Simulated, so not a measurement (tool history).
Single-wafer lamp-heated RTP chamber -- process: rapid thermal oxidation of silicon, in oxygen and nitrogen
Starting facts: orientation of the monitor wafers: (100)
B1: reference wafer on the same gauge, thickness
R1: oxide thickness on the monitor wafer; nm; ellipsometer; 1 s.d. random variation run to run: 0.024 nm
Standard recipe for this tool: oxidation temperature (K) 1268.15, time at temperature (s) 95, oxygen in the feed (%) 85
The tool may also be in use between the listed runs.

run 1 hour=0 | oxidation_temperature_(K)=1268.15 time_at_temperature_(s)=95 oxygen_in_the_feed_(%)=85 | B1=7.283 | R1=7.05
run 2 hour=12.2 | oxidation_temperature_(K)=1268.15 time_at_temperature_(s)=95 oxygen_in_the_feed_(%)=85 | B1=7.278 | R1=7.076
-- hour=20.8 gauge calibrated
run 3 hour=36.2 | oxidation_temperature_(K)=1268.15 time_at_temperature_(s)=95 oxygen_in_the_feed_(%)=85 | B1=7.28 | R1=7.009
run 4 hour=52.6 | oxidation_temperature_(K)=1268.15 time_at_temperature_(s)=116 oxygen_in_the_feed_(%)=85 | B1=7.275 | R1=7.752
run 5 hour=74.2 | oxidation_temperature_(K)=1268.15 time_at_temperature_(s)=116 oxygen_in_the_feed_(%)=85 | B1=7.28 | R1=7.713
run 6 hour=92.3 | oxidation_temperature_(K)=1268.15 time_at_temperature_(s)=59 oxygen_in_the_feed_(%)=85 | B1=7.278 | R1=5.715
run 7 hour=109.2 | oxidation_temperature_(K)=1268.15 time_at_temperature_(s)=84 oxygen_in_the_feed_(%)=85 | B1=7.293 | R1=6.672
run 8 hour=124.5 | oxidation_temperature_(K)=1268.15 time_at_temperature_(s)=84 oxygen_in_the_feed_(%)=85 | B1=7.275 | R1=6.663
run 9 hour=147.5 | oxidation_temperature_(K)=1268.15 time_at_temperature_(s)=84 oxygen_in_the_feed_(%)=85 | B1=7.269 | R1=6.673
run 10 hour=165 | oxidation_temperature_(K)=1285.15 time_at_temperature_(s)=128 oxygen_in_the_feed_(%)=85 | B1=7.272 | R1=9.164
run 11 hour=179.2 | oxidation_temperature_(K)=1285.15 time_at_temperature_(s)=128 oxygen_in_the_feed_(%)=85 | B1=7.277 | R1=9.166
-- hour=206.6 oxygen flow controller replaced
run 12 hour=232.2 | oxidation_temperature_(K)=1285.15 time_at_temperature_(s)=128 oxygen_in_the_feed_(%)=85 | B1=7.274 | R1=9.178
run 13 hour=257.4 | oxidation_temperature_(K)=1298.15 time_at_temperature_(s)=80 oxygen_in_the_feed_(%)=98 | B1=7.291 | R1=8.552
run 14 hour=292.3 | oxidation_temperature_(K)=1268.15 time_at_temperature_(s)=75 oxygen_in_the_feed_(%)=85 | B1=7.281 | R1=6.354
run 15 hour=323.6 | oxidation_temperature_(K)=1268.15 time_at_temperature_(s)=116 oxygen_in_the_feed_(%)=85 | B1=7.282 | R1=7.735
-- hour=332.9 pyrometer window cleaned and pyrometer calibrated
run 16 hour=344.6 | oxidation_temperature_(K)=1239.15 time_at_temperature_(s)=52 oxygen_in_the_feed_(%)=65 | B1=7.285 | R1=4.081
-- hour=371.2 gauge calibrated
run 17 hour=375.4 | oxidation_temperature_(K)=1240.15 time_at_temperature_(s)=95 oxygen_in_the_feed_(%)=85 | B1=7.283 | R1=5.702
run 18 hour=426.8 | oxidation_temperature_(K)=1268.15 time_at_temperature_(s)=95 oxygen_in_the_feed_(%)=85 | B1=7.283 | R1=7.065
run 19 hour=440.4 | oxidation_temperature_(K)=1268.15 time_at_temperature_(s)=95 oxygen_in_the_feed_(%)=85 | B1=7.272 | R1=7.061
run 20 hour=456.2 | oxidation_temperature_(K)=1252.15 time_at_temperature_(s)=83 oxygen_in_the_feed_(%)=65 | B1=7.272 | R1=5.392
run 21 hour=491.2 | oxidation_temperature_(K)=1268.15 time_at_temperature_(s)=95 oxygen_in_the_feed_(%)=65 | B1=7.271 | R1=6.46
run 22 hour=513.9 | oxidation_temperature_(K)=1295.15 time_at_temperature_(s)=120 oxygen_in_the_feed_(%)=98 | B1=7.272 | R1=10.117
run 23 hour=538.5 | oxidation_temperature_(K)=1276.15 time_at_temperature_(s)=110 oxygen_in_the_feed_(%)=98 | B1=7.286 | R1=8.415
run 24 hour=568.8 | oxidation_temperature_(K)=1246.15 time_at_temperature_(s)=69 oxygen_in_the_feed_(%)=85 | B1=7.287 | R1=5.212

Branching from run 24: 5 alternative next runs. What would each branch give?
run A hour=569.3 | oxidation_temperature_(K)=1268.15 time_at_temperature_(s)=95 oxygen_in_the_feed_(%)=85 | B1=? | R1=?
run B hour=569.3 | oxidation_temperature_(K)=1249.15 time_at_temperature_(s)=134 oxygen_in_the_feed_(%)=85 | B1=? | R1=?
run C hour=569.3 | oxidation_temperature_(K)=1291.15 time_at_temperature_(s)=95 oxygen_in_the_feed_(%)=62 | B1=? | R1=?
run D hour=569.3 | oxidation_temperature_(K)=1245.15 time_at_temperature_(s)=95 oxygen_in_the_feed_(%)=58 | B1=? | R1=?
run E hour=569.3 | oxidation_temperature_(K)=1248.15 time_at_temperature_(s)=52 oxygen_in_the_feed_(%)=98 | B1=? | R1=?

run=A B1=7.288 R1=7.064
run=B B1=7.288 R1=7.15
run=C B1=7.288 R1=7.473
run=D B1=7.288 R1=5.229
run=E B1=7.288 R1=4.922
The same runs, with their run-to-run variation unchanged, on a tool lacking any hidden condition would have given:
run=A R1=7.064
run=B R1=7.15
run=C R1=7.473
run=D R1=5.229
run=E R1=4.922

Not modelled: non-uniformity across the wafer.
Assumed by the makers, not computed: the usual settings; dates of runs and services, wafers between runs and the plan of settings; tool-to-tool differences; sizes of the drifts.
